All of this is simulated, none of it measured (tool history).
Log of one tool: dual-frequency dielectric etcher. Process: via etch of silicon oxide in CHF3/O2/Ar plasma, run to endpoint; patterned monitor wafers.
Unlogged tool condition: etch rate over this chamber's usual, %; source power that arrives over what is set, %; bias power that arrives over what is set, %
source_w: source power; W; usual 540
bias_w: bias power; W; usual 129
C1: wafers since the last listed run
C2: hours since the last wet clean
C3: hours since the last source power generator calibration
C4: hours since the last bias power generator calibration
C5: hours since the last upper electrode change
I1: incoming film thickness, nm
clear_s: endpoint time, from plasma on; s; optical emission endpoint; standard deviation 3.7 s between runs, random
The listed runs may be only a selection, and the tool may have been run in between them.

run 1 day=0 | source_w=470 bias_w=147 | C1=0 C2=358.5 C3=4274.9 C4=3911.7 C5=3808.3 | I1=716.8 | clear_s=455.1
run 2 day=0.538 | source_w=540 bias_w=129 | C1=68 C2=371.4 C3=4287.8 C4=3924.6 C5=3821.2 | I1=721.8 | clear_s=465.2
run 3 day=0.988 | source_w=540 bias_w=129 | C1=57 C2=382.2 C3=4298.6 C4=3935.4 C5=3832 | I1=719.6 | clear_s=458.3
run 4 day=1.246 | source_w=540 bias_w=129 | C1=32 C2=388.4 C3=4304.8 C4=3941.6 C5=3838.2 | I1=722.2 | clear_s=455.2
run 5 day=1.646 | source_w=540 bias_w=129 | C1=50 C2=398 C3=4314.4 C4=3951.2 C5=3847.8 | I1=722.6 | clear_s=453.8
run 6 day=1.933 | source_w=540 bias_w=129 | C1=36 C2=404.9 C3=4321.3 C4=3958.1 C5=3854.7 | I1=720.8 | clear_s=454
run 7 day=2.254 | source_w=540 bias_w=144 | C1=40 C2=412.6 C3=4329 C4=3965.8 C5=3862.4 | I1=721.7 | clear_s=440.4
run 8 day=2.962 | source_w=540 bias_w=129 | C1=89 C2=429.6 C3=4346 C4=3982.8 C5=3879.4 | I1=716.4 | clear_s=453.7
run 9 day=3.521 | source_w=540 bias_w=129 | C1=70 C2=443 C3=4359.4 C4=3996.2 C5=3892.8 | I1=721.6 | clear_s=461.5
run 10 day=4.238 | source_w=540 bias_w=129 | C1=90 C2=460.2 C3=4376.6 C4=4013.4 C5=3910 | I1=717.7 | clear_s=452.6
run 11 day=4.608 | source_w=540 bias_w=129 | C1=47 C2=469.1 C3=4385.5 C4=4022.3 C5=3918.9 | I1=710.7 | clear_s=448.2
-- day=5.612 upper electrode replaced
run 12 day=5.633 | source_w=540 bias_w=129 | C1=3 C2=493.7 C3=4410.1 C4=4046.9 C5=0.5 | I1=713.5 | clear_s=448.6
run 13 day=6.046 | source_w=540 bias_w=129 | C1=52 C2=503.6 C3=4420 C4=4056.8 C5=10.4 | I1=716.4 | clear_s=455.4
run 14 day=6.525 | source_w=540 bias_w=129 | C1=60 C2=515.1 C3=4431.5 C4=4068.3 C5=21.9 | I1=713.3 | clear_s=455.4
run 15 day=6.812 | source_w=540 bias_w=129 | C1=36 C2=522 C3=4438.4 C4=4075.2 C5=28.8 | I1=718.4 | clear_s=457
run 16 day=7.354 | source_w=600 bias_w=154 | C1=68 C2=535 C3=4451.4 C4=4088.2 C5=41.8 | I1=720.5 | clear_s=429.2
-- day=7.525 source power generator calibrated
-- day=8.004 bias power generator calibrated
run 17 day=8.033 | source_w=540 bias_w=129 | C1=43 C2=551.3 C3=12.2 C4=0.7 C5=58.1 | I1=723.5 | clear_s=453.6
run 18 day=8.504 | source_w=540 bias_w=108 | C1=59 C2=562.6 C3=23.5 C4=12 C5=69.4 | I1=716.7 | clear_s=477.2
run 19 day=8.967 | source_w=540 bias_w=129 | C1=58 C2=573.7 C3=34.6 C4=23.1 C5=80.5 | I1=717.1 | clear_s=456.9
run 20 day=9.471 | source_w=540 bias_w=129 | C1=63 C2=585.8 C3=46.7 C4=35.2 C5=92.6 | I1=719.2 | clear_s=453.5
run 21 day=10.208 | source_w=500 bias_w=141 | C1=93 C2=603.5 C3=64.4 C4=52.9 C5=110.3 | I1=720.8 | clear_s=452.3
-- day=11.208 wet clean of the chamber
run 22 day=11.229 | source_w=430 bias_w=129 | C1=2 C2=0.5 C3=88.9 C4=77.4 C5=134.8 | I1=716.9 | clear_s=487.5
run 23 day=11.25 | source_w=670 bias_w=149 | C1=2 C2=1 C3=89.4 C4=77.9 C5=135.3 | I1=712.4 | clear_s=414.8
run 24 day=11.883 | source_w=540 bias_w=129 | C1=80 C2=16.2 C3=104.6 C4=93.1 C5=150.5 | I1=710.1 | clear_s=445.3
run 25 day=12.592 | source_w=490 bias_w=100 | C1=89 C2=33.2 C3=121.6 C4=110.1 C5=167.5 | I1=711.7 | clear_s=484.2
run 26 day=14.796 | source_w=580 bias_w=121 | C1=279 C2=86.1 C3=174.5 C4=163 C5=220.4 | I1=715.7 | clear_s=449.9
run 27 day=15.262 | source_w=540 bias_w=129 | C1=59 C2=97.3 C3=185.7 C4=174.2 C5=231.6 | I1=722.8 | clear_s=463.6
run 28 day=15.9 | source_w=540 bias_w=129 | C1=80 C2=112.6 C3=201 C4=189.5 C5=246.9 | I1=713.4 | clear_s=451.2
run 29 day=16.538 | source_w=440 bias_w=103 | C1=80 C2=127.9 C3=216.3 C4=204.8 C5=262.2 | I1=712.1 | clear_s=497.9
run 30 day=16.854 | source_w=600 bias_w=118 | C1=40 C2=135.5 C3=223.9 C4=212.4 C5=269.8 | I1=717.4 | clear_s=452.1
run 31 day=17.542 | source_w=660 bias_w=157 | C1=87 C2=152 C3=240.4 C4=228.9 C5=286.3 | I1=716.8 | clear_s=419.7
run 32 day=18.179 | source_w=400 bias_w=129 | C1=80 C2=167.3 C3=255.7 C4=244.2 C5=301.6 | I1=720.2 | clear_s=494
run 33 day=18.625 | source_w=540 bias_w=129 | C1=56 C2=178 C3=266.4 C4=254.9 C5=312.3 | I1=715.9 | clear_s=452.6
run 34 day=18.917 | source_w=540 bias_w=148 | C1=37 C2=185 C3=273.4 C4=261.9 C5=319.3 | I1=722.9 | clear_s=438.6
run 35 day=19.45 | source_w=540 bias_w=129 | C1=67 C2=197.8 C3=286.2 C4=274.7 C5=332.1 | I1=713.3 | clear_s=443.2
run 36 day=20.162 | source_w=670 bias_w=139 | C1=90 C2=214.9 C3=303.3 C4=291.8 C5=349.2 | I1=719 | clear_s=423.4

What if the next run were any one of these 3? Each begins from the tool's condition after run 36:
run A day=20.183 | source_w=450 bias_w=129 | C1=2 C2=215.4 C3=303.8 C4=292.3 C5=349.7 | I1=717.8 | clear_s=?
run B day=20.183 | source_w=540 bias_w=158 | C1=2 C2=215.4 C3=303.8 C4=292.3 C5=349.7 | I1=717.8 | clear_s=?
run C day=20.183 | source_w=600 bias_w=150 | C1=2 C2=215.4 C3=303.8 C4=292.3 C5=349.7 | I1=717.8 | clear_s=?

run=A clear_s=476.6
run=B clear_s=433.4
run=C clear_s=428.8
Take away the tool's hidden state, keep each run's random variation, and the runs would have read:
run=A clear_s=476.6
run=B clear_s=433.4
run=C clear_s=428.8

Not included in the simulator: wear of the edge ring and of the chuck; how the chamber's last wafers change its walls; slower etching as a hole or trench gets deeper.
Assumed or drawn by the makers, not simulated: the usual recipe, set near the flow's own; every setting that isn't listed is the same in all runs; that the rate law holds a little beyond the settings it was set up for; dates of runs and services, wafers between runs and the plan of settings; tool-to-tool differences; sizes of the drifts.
